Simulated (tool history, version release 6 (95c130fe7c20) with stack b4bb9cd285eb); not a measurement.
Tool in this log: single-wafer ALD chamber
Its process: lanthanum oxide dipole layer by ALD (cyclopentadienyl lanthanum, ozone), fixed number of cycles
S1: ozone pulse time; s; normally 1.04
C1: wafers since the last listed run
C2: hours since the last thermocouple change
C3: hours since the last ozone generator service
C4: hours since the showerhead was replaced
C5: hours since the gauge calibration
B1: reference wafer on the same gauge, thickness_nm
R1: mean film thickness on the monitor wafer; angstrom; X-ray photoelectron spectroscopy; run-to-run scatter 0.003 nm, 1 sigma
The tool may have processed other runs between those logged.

run	day	S1	C1	C2	C3	C4	C5	B1	R1
1	0	1.04	0	689	299.6	3211.6	257.6	0.489	5.08
2	1.138	1.04	520	716.3	326.9	3238.9	284.9	0.49	5.07
3	3.65	1.04	1149	776.6	387.2	3299.2	345.2	0.491	5.1
4	5.342	1.04	774	817.2	427.8	3339.8	385.8	0.489	4.97
5	7.008	0.94	762	857.2	467.8	3379.8	425.8	0.49	4.81
6	9.5	0.94	1140	917	527.6	3439.6	485.6	0.491	4.77
7	11.862	0.94	1081	973.7	584.3	3496.3	542.3	0.49	4.8
8	12.992	1.04	516	1000.8	611.4	3523.4	569.4	0.49	4.92
9	14.508	1.04	694	1037.2	647.8	3559.8	605.8	0.49	4.89
10	16.412	1.04	871	1082.9	693.5	3605.5	651.5	0.49	4.88
11	18.171	1.04	804	1125.1	735.7	3647.7	693.7	0.49	4.88
12	20.154	0.86	907	1172.7	783.3	3695.3	741.3	0.489	4.52
# day 21.471: gauge calibrated
# day 22.242: ozone generator serviced
13	23.092	1.04	1191	1243.2	20.4	3765.8	38.9	0.49	5.25
# day 25.4: showerhead replaced
14	25.421	1.36	913	1299.1	76.3	0.5	94.8	0.489	5.48
15	27.796	1.4	1086	1356.1	133.3	57.5	151.8	0.491	5.51
# day 29.229: thermocouple changed; heater temperature recalibrated
16	29.438	0.68	598	5	172.7	96.9	191.2	0.491	4.52
17	30.542	1.04	505	31.5	199.2	123.4	217.7	0.49	5.13
18	32.167	1.35	743	70.5	238.2	162.4	256.7	0.489	5.47
19	34.808	1.22	1208	133.9	301.6	225.8	320.1	0.49	5.29
20	36.471	1.19	760	173.8	341.5	265.7	360	0.49	5.22
21	41.208	1.23	2168	287.5	455.2	379.4	473.7	0.49	5.23

Alternative continuations, all from the tool just after run 21; predict every row:
A	41.225	0.82	7	287.9	455.6	379.8	474.1	?	?
B	41.225	0.89	7	287.9	455.6	379.8	474.1	?	?
C	41.225	0.93	7	287.9	455.6	379.8	474.1	?	?
D	41.225	1.34	7	287.9	455.6	379.8	474.1	?	?

run	B1	R1
A	0.49	4.65
B	0.49	4.78
C	0.49	4.85
D	0.49	5.37
Take away the tool's hidden state, keep each run's random variation, and the runs would have read:
run	R1
A	4.89
B	5.02
C	5.08
D	5.53

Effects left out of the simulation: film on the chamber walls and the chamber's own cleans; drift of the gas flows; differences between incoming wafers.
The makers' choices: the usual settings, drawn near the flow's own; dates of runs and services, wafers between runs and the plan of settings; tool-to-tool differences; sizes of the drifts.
